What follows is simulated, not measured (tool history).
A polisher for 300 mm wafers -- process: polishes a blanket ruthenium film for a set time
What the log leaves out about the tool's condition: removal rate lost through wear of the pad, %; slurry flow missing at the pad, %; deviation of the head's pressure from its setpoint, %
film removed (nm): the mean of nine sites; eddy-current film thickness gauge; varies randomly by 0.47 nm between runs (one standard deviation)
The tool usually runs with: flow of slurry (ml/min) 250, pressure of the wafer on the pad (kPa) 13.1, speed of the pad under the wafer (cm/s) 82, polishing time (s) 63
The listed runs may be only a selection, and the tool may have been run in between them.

| run | day | flow of slurry (ml/min) | pressure of the wafer on the pad (kPa) | speed of the pad under the wafer (cm/s) | polishing time (s) | wafers since the last listed run | wafers polished on this pad | hours since the slurry nozzle was cleaned | hours since the head pressure was calibrated | incoming thickness of the incoming film, nm | film removed (nm) |
|---|---|---|---|---|---|---|---|---|---|---|---|
| 1 | 0.000 | 250 | 13.1 | 82 | 63 | 0 | 577 | 402.5 | 324.4 | 635.2 | 47.7 |
| 2 | 1.017 | 250 | 13.1 | 82 | 63 | 327 | 904 | 426.9 | 348.8 | 629.5 | 47.5 |
| 3 | 2.046 | 250 | 13.1 | 82 | 63 | 331 | 1236 | 451.6 | 373.5 | 625.8 | 48.4 |
| 4 | 3.058 | 250 | 13.1 | 82 | 63 | 326 | 1563 | 475.9 | 397.8 | 639.3 | 48.4 |
| 5 | 3.592 | 250 | 13.1 | 82 | 63 | 172 | 1735 | 488.7 | 410.6 | 630.7 | 47.4 |
|  | 3.833 | worn pad replaced by a new one |
| 6 | 4.154 | 250 | 13.1 | 82 | 63 | 127 | 103 | 502.2 | 424.1 | 629.8 | 48.8 |
| 7 | 4.988 | 250 | 13.1 | 82 | 63 | 268 | 371 | 522.2 | 444.1 | 631.2 | 48.5 |
| 8 | 5.692 | 250 | 13.1 | 82 | 63 | 227 | 598 | 539.1 | 461.0 | 630.9 | 49.1 |
| 9 | 6.212 | 250 | 13.1 | 82 | 63 | 168 | 766 | 551.6 | 473.5 | 635.4 | 48.7 |
| 10 | 6.750 | 250 | 13.1 | 82 | 63 | 173 | 940 | 564.5 | 486.4 | 627.8 | 48.6 |
| 11 | 7.629 | 250 | 13.1 | 82 | 63 | 283 | 1223 | 585.6 | 507.5 | 627.7 | 47.6 |
| 12 | 8.862 | 250 | 13.1 | 66 | 63 | 397 | 1621 | 615.2 | 537.1 | 615.8 | 41.4 |
|  | 9.046 | worn pad replaced by a new one |
| 13 | 10.000 | 250 | 13.1 | 66 | 63 | 313 | 307 | 642.5 | 564.4 | 627.1 | 41.5 |
| 14 | 10.600 | 250 | 13.1 | 82 | 63 | 193 | 501 | 656.9 | 578.8 | 632.2 | 47.8 |
| 15 | 11.883 | 250 | 13.1 | 82 | 63 | 413 | 915 | 687.7 | 609.6 | 624.5 | 49.2 |
|  | 12.558 | head pressure recalibrated |
| 16 | 13.362 | 320 | 13.1 | 92 | 63 | 450 | 1365 | 723.2 | 19.3 | 629.4 | 55.1 |
| 17 | 14.288 | 250 | 13.1 | 100 | 52 | 298 | 1663 | 745.4 | 41.5 | 626.0 | 48.5 |
|  | 14.650 | worn pad replaced by a new one |
| 18 | 14.921 | 250 | 13.1 | 82 | 63 | 150 | 87 | 760.6 | 56.7 | 624.6 | 50.8 |
| 19 | 15.979 | 250 | 11.0 | 106 | 55 | 341 | 429 | 786.0 | 82.1 | 630.5 | 45.4 |
| 20 | 16.867 | 250 | 11.7 | 70 | 51 | 286 | 715 | 807.3 | 103.4 | 633.1 | 33.0 |
| 21 | 17.725 | 285 | 13.1 | 82 | 63 | 276 | 992 | 827.9 | 124.0 | 637.3 | 51.2 |
|  | 18.558 | head pressure recalibrated, repeated, since the last time left the tool worse |
|  | 18.617 | slurry nozzle cleaned |
| 22 | 19.158 | 250 | 11.0 | 106 | 55 | 422 | 1414 | 13.0 | 14.4 | 628.6 | 41.4 |
| 23 | 20.654 | 250 | 13.1 | 90 | 63 | 482 | 1896 | 48.9 | 50.3 | 635.7 | 49.3 |
|  | 20.888 | worn pad replaced by a new one |
| 24 | 21.992 | 170 | 15.9 | 102 | 44 | 377 | 356 | 81.0 | 82.4 | 638.4 | 45.8 |
| 25 | 23.000 | 250 | 13.1 | 82 | 63 | 325 | 681 | 105.2 | 106.6 | 618.4 | 47.0 |
| 26 | 24.108 | 160 | 13.1 | 94 | 44 | 357 | 1038 | 131.8 | 133.2 | 621.4 | 35.3 |
| 27 | 24.767 | 280 | 13.1 | 82 | 50 | 212 | 1251 | 147.6 | 149.0 | 631.2 | 37.9 |
| 28 | 25.779 | 250 | 11.0 | 106 | 55 | 326 | 1577 | 171.9 | 173.3 | 642.9 | 42.0 |
| 29 | 26.808 | 290 | 11.0 | 100 | 42 | 331 | 1909 | 196.6 | 198.0 | 629.5 | 30.8 |
|  | 27.533 | worn pad replaced by a new one |
| 30 | 27.629 | 250 | 13.1 | 82 | 44 | 211 | 31 | 216.3 | 217.7 | 630.0 | 32.8 |
| 31 | 28.946 | 250 | 10.3 | 72 | 63 | 424 | 455 | 247.9 | 249.3 | 625.7 | 34.5 |

Measured minus without-hidden-state, run by run (identical run-to-run variation in each term; gauge scatter may differ):
| run | film removed (nm) |
|---|---|
| 1 | +2.3 |
| 2 | +2.3 |
| 3 | +2.4 |
| 4 | +2.4 |
| 5 | +2.4 |
| 6 | +2.5 |
| 7 | +2.5 |
| 8 | +2.5 |
| 9 | +2.5 |
| 10 | +2.5 |
| 11 | +2.5 |
| 12 | +2.2 |
| 13 | +2.2 |
| 14 | +2.5 |
| 15 | +2.7 |
| 16 | +4.8 |
| 17 | +4.4 |
| 18 | +4.7 |
| 19 | +4.4 |
| 20 | +3.3 |
| 21 | +5.3 |
| 22 | +0.3 |
| 23 | +0.8 |
| 24 | +1.1 |
| 25 | +1.3 |
| 26 | +1.0 |
| 27 | +1.2 |
| 28 | +1.5 |
| 29 | +1.2 |
| 30 | +1.3 |
| 31 | +1.4 |
